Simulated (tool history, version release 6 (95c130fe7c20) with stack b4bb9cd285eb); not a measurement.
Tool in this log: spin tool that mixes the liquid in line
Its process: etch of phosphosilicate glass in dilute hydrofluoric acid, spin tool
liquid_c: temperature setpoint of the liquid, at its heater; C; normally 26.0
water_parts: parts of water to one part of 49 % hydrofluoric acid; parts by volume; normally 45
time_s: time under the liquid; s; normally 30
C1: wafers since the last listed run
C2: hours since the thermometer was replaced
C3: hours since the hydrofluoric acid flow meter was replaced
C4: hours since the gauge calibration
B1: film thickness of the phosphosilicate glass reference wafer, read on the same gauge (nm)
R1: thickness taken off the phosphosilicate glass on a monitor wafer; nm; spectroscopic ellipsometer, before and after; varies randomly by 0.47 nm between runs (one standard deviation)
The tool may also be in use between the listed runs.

run 1 hour=0.0 | liquid_c=26.0 water_parts=45 time_s=30 | C1=0 C2=2255.6 C3=870.6 C4=953.6 | B1=110.02 | R1=151.13
run 2 hour=48.0 | liquid_c=26.0 water_parts=45 time_s=30 | C1=526 C2=2303.6 C3=918.6 C4=1001.6 | B1=110.01 | R1=152.05
run 3 hour=81.8 | liquid_c=26.0 water_parts=45 time_s=30 | C1=370 C2=2337.4 C3=952.4 C4=1035.4 | B1=110.00 | R1=151.33
run 4 hour=133.5 | liquid_c=26.0 water_parts=45 time_s=30 | C1=567 C2=2389.1 C3=1004.1 C4=1087.1 | B1=110.01 | R1=150.71
run 5 hour=159.2 | liquid_c=26.0 water_parts=45 time_s=30 | C1=282 C2=2414.8 C3=1029.8 C4=1112.8 | B1=110.01 | R1=151.75
run 6 hour=193.0 | liquid_c=26.0 water_parts=45 time_s=30 | C1=370 C2=2448.6 C3=1063.6 C4=1146.6 | B1=110.03 | R1=151.51
run 7 hour=259.6 | liquid_c=26.0 water_parts=45 time_s=30 | C1=730 C2=2515.2 C3=1130.2 C4=1213.2 | B1=109.99 | R1=151.44
run 8 hour=322.6 | liquid_c=26.0 water_parts=45 time_s=30 | C1=691 C2=2578.2 C3=1193.2 C4=1276.2 | B1=110.00 | R1=150.91
run 9 hour=392.4 | liquid_c=26.0 water_parts=45 time_s=30 | C1=765 C2=2648.0 C3=1263.0 C4=1346.0 | B1=109.98 | R1=151.20
run 10 hour=428.5 | liquid_c=26.0 water_parts=45 time_s=30 | C1=396 C2=2684.1 C3=1299.1 C4=1382.1 | B1=109.96 | R1=152.13
-- hour=435.5 gauge calibrated
run 11 hour=484.2 | liquid_c=26.0 water_parts=45 time_s=30 | C1=611 C2=2739.8 C3=1354.8 C4=48.7 | B1=109.98 | R1=151.65
run 12 hour=527.0 | liquid_c=26.0 water_parts=45 time_s=30 | C1=469 C2=2782.6 C3=1397.6 C4=91.5 | B1=110.00 | R1=151.37
run 13 hour=556.1 | liquid_c=26.0 water_parts=45 time_s=30 | C1=319 C2=2811.7 C3=1426.7 C4=120.6 | B1=109.99 | R1=151.12
-- hour=573.1 thermometer replaced
run 14 hour=595.1 | liquid_c=26.0 water_parts=45 time_s=30 | C1=416 C2=22.0 C3=1465.7 C4=159.6 | B1=110.00 | R1=151.59
run 15 hour=632.1 | liquid_c=26.0 water_parts=35 time_s=40 | C1=405 C2=59.0 C3=1502.7 C4=196.6 | B1=109.98 | R1=263.63
run 16 hour=696.8 | liquid_c=26.0 water_parts=45 time_s=15 | C1=709 C2=123.7 C3=1567.4 C4=261.3 | B1=110.00 | R1=76.14
run 17 hour=722.8 | liquid_c=22.0 water_parts=50 time_s=50 | C1=285 C2=149.7 C3=1593.4 C4=287.3 | B1=110.00 | R1=192.35
run 18 hour=752.7 | liquid_c=29.0 water_parts=35 time_s=30 | C1=328 C2=179.6 C3=1623.3 C4=317.2 | B1=109.98 | R1=224.39
run 19 hour=808.4 | liquid_c=28.0 water_parts=45 time_s=20 | C1=611 C2=235.3 C3=1679.0 C4=372.9 | B1=109.98 | R1=110.06
run 20 hour=867.5 | liquid_c=26.0 water_parts=45 time_s=30 | C1=648 C2=294.4 C3=1738.1 C4=432.0 | B1=110.01 | R1=152.53
run 21 hour=928.9 | liquid_c=26.0 water_parts=45 time_s=30 | C1=673 C2=355.8 C3=1799.5 C4=493.4 | B1=109.97 | R1=152.99
run 22 hour=965.7 | liquid_c=24.0 water_parts=60 time_s=30 | C1=403 C2=392.6 C3=1836.3 C4=530.2 | B1=109.99 | R1=103.75
run 23 hour=1004.5 | liquid_c=26.0 water_parts=45 time_s=30 | C1=425 C2=431.4 C3=1875.1 C4=569.0 | B1=110.00 | R1=151.64
run 24 hour=1033.8 | liquid_c=26.0 water_parts=45 time_s=20 | C1=321 C2=460.7 C3=1904.4 C4=598.3 | B1=110.00 | R1=101.69
run 25 hour=1088.3 | liquid_c=23.5 water_parts=65 time_s=25 | C1=598 C2=515.2 C3=1958.9 C4=652.8 | B1=110.02 | R1=77.01
-- hour=1115.7 hydrofluoric acid flow meter replaced
run 26 hour=1121.1 | liquid_c=26.0 water_parts=45 time_s=30 | C1=348 C2=548.0 C3=5.4 C4=685.6 | B1=110.04 | R1=149.04
run 27 hour=1164.9 | liquid_c=26.0 water_parts=45 time_s=30 | C1=480 C2=591.8 C3=49.2 C4=729.4 | B1=110.00 | R1=149.94
run 28 hour=1194.3 | liquid_c=26.0 water_parts=45 time_s=30 | C1=322 C2=621.2 C3=78.6 C4=758.8 | B1=109.99 | R1=150.15
run 29 hour=1403.6 | liquid_c=30.5 water_parts=45 time_s=30 | C1=2296 C2=830.5 C3=287.9 C4=968.1 | B1=110.01 | R1=179.97

Here are 4 independent what-if runs from the current tool condition. What would each one return?
run A hour=1404.0 | liquid_c=26.0 water_parts=40 time_s=30 | C1=4 C2=830.9 C3=288.3 C4=968.5 | B1=? | R1=?
run B hour=1404.0 | liquid_c=28.5 water_parts=45 time_s=30 | C1=4 C2=830.9 C3=288.3 C4=968.5 | B1=? | R1=?
run C hour=1404.0 | liquid_c=30.5 water_parts=55 time_s=15 | C1=4 C2=830.9 C3=288.3 C4=968.5 | B1=? | R1=?
run D hour=1404.0 | liquid_c=21.5 water_parts=65 time_s=35 | C1=4 C2=830.9 C3=288.3 C4=968.5 | B1=? | R1=?

run=A B1=109.99 R1=168.79
run=B B1=109.99 R1=164.78
run=C B1=109.99 R1=71.86
run=D B1=109.99 R1=97.46
The same runs, with their run-to-run variation unchanged, on a tool lacking any hidden condition would have given:
run=A R1=167.68
run=B R1=163.68
run=C R1=71.36
run=D R1=96.79
